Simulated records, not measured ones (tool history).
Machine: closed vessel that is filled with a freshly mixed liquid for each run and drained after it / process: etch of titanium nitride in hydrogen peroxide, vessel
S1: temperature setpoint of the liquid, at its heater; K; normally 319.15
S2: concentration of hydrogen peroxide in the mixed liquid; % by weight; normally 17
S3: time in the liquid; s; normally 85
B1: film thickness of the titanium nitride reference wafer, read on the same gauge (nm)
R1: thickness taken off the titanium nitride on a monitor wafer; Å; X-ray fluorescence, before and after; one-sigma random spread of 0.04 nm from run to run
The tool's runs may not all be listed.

{"run": 1, "hour": 0.0, "S1": 319.15, "S2": 17, "S3": 85, "B1": 89.99, "R1": 48.9}
{"hour": 109.0, "done": "gauge calibrated"}
{"run": 2, "hour": 198.1, "S1": 319.15, "S2": 17, "S3": 85, "B1": 89.96, "R1": 49.2}
{"hour": 204.4, "done": "peroxide flow meter replaced"}
{"run": 3, "hour": 226.1, "S1": 322.15, "S2": 17, "S3": 70, "B1": 90.02, "R1": 50.6}
{"run": 4, "hour": 252.9, "S1": 319.15, "S2": 17, "S3": 105, "B1": 89.96, "R1": 60.2}
{"run": 5, "hour": 311.5, "S1": 324.15, "S2": 17, "S3": 85, "B1": 89.97, "R1": 70.1}
{"run": 6, "hour": 374.2, "S1": 324.15, "S2": 17, "S3": 85, "B1": 89.97, "R1": 70}
{"run": 7, "hour": 586.4, "S1": 324.15, "S2": 17, "S3": 85, "B1": 90, "R1": 70.8}
{"run": 8, "hour": 637.1, "S1": 319.15, "S2": 17, "S3": 85, "B1": 90.02, "R1": 48.7}
{"hour": 658.1, "done": "thermometer replaced"}
{"run": 9, "hour": 683.2, "S1": 319.15, "S2": 17, "S3": 85, "B1": 90, "R1": 51.3}
{"run": 10, "hour": 734.8, "S1": 319.15, "S2": 17, "S3": 115, "B1": 90.04, "R1": 68.8}
{"hour": 755.6, "done": "new drum of peroxide connected"}
{"run": 11, "hour": 804.6, "S1": 323.15, "S2": 17, "S3": 85, "B1": 90.02, "R1": 69.2}
{"run": 12, "hour": 883.6, "S1": 323.15, "S2": 17, "S3": 85, "B1": 90, "R1": 69.2}
{"run": 13, "hour": 952.2, "S1": 323.15, "S2": 17, "S3": 85, "B1": 90.02, "R1": 69.5}
{"run": 14, "hour": 1001.7, "S1": 325.15, "S2": 21, "S3": 85, "B1": 90.02, "R1": 81.9}
{"hour": 1047.5, "done": "peroxide flow meter replaced"}
{"run": 15, "hour": 1054.2, "S1": 314.15, "S2": 22, "S3": 120, "B1": 89.99, "R1": 52.7}
{"run": 16, "hour": 1123.6, "S1": 319.15, "S2": 12.5, "S3": 125, "B1": 90.02, "R1": 69.6}
{"run": 17, "hour": 1153.9, "S1": 310.15, "S2": 17, "S3": 85, "B1": 89.99, "R1": 25.7}
{"run": 18, "hour": 1198.4, "S1": 313.15, "S2": 13, "S3": 85, "B1": 89.98, "R1": 31}
{"run": 19, "hour": 1244.3, "S1": 319.15, "S2": 13.5, "S3": 120, "B1": 90.03, "R1": 68.4}
{"hour": 1262.3, "done": "gauge calibrated"}
{"run": 20, "hour": 1348.6, "S1": 319.15, "S2": 17, "S3": 100, "B1": 89.96, "R1": 60.3}
{"run": 21, "hour": 1377.2, "S1": 315.65, "S2": 20, "S3": 115, "B1": 89.98, "R1": 54.4}
{"run": 22, "hour": 1435.0, "S1": 319.15, "S2": 17, "S3": 85, "B1": 89.98, "R1": 51.1}
{"hour": 1451.1, "done": "new drum of peroxide connected"}
{"run": 23, "hour": 1485.4, "S1": 319.15, "S2": 17, "S3": 85, "B1": 90.06, "R1": 50.4}
{"run": 24, "hour": 1509.9, "S1": 324.15, "S2": 17, "S3": 85, "B1": 90, "R1": 72.2}
{"run": 25, "hour": 1558.1, "S1": 319.15, "S2": 17, "S3": 85, "B1": 89.95, "R1": 50.8}
{"run": 26, "hour": 1592.9, "S1": 329.15, "S2": 12.5, "S3": 85, "B1": 89.99, "R1": 95.4}
{"run": 27, "hour": 1628.0, "S1": 319.15, "S2": 20.5, "S3": 85, "B1": 90.01, "R1": 52.2}
{"run": 28, "hour": 1668.5, "S1": 312.65, "S2": 17, "S3": 85, "B1": 90.05, "R1": 30.4}
{"run": 29, "hour": 1694.1, "S1": 319.15, "S2": 17, "S3": 85, "B1": 89.99, "R1": 49.8}

3 ways to go on from here, each from the tool as it stands after run 29. What would each give?
{"run": "A", "hour": 1694.8, "S1": 319.15, "S2": 17, "S3": 85, "B1": "?", "R1": "?"}
{"run": "B", "hour": 1694.8, "S1": 326.15, "S2": 21.5, "S3": 65, "B1": "?", "R1": "?"}
{"run": "C", "hour": 1694.8, "S1": 325.65, "S2": 17, "S3": 85, "B1": "?", "R1": "?"}

run=A B1=89.99 R1=50.5
run=B B1=89.99 R1=67.5
run=C B1=89.99 R1=81
Without the tool's unlogged condition, the same runs would have read:
run=A R1=51.9
run=B R1=69.3
run=C R1=83.2
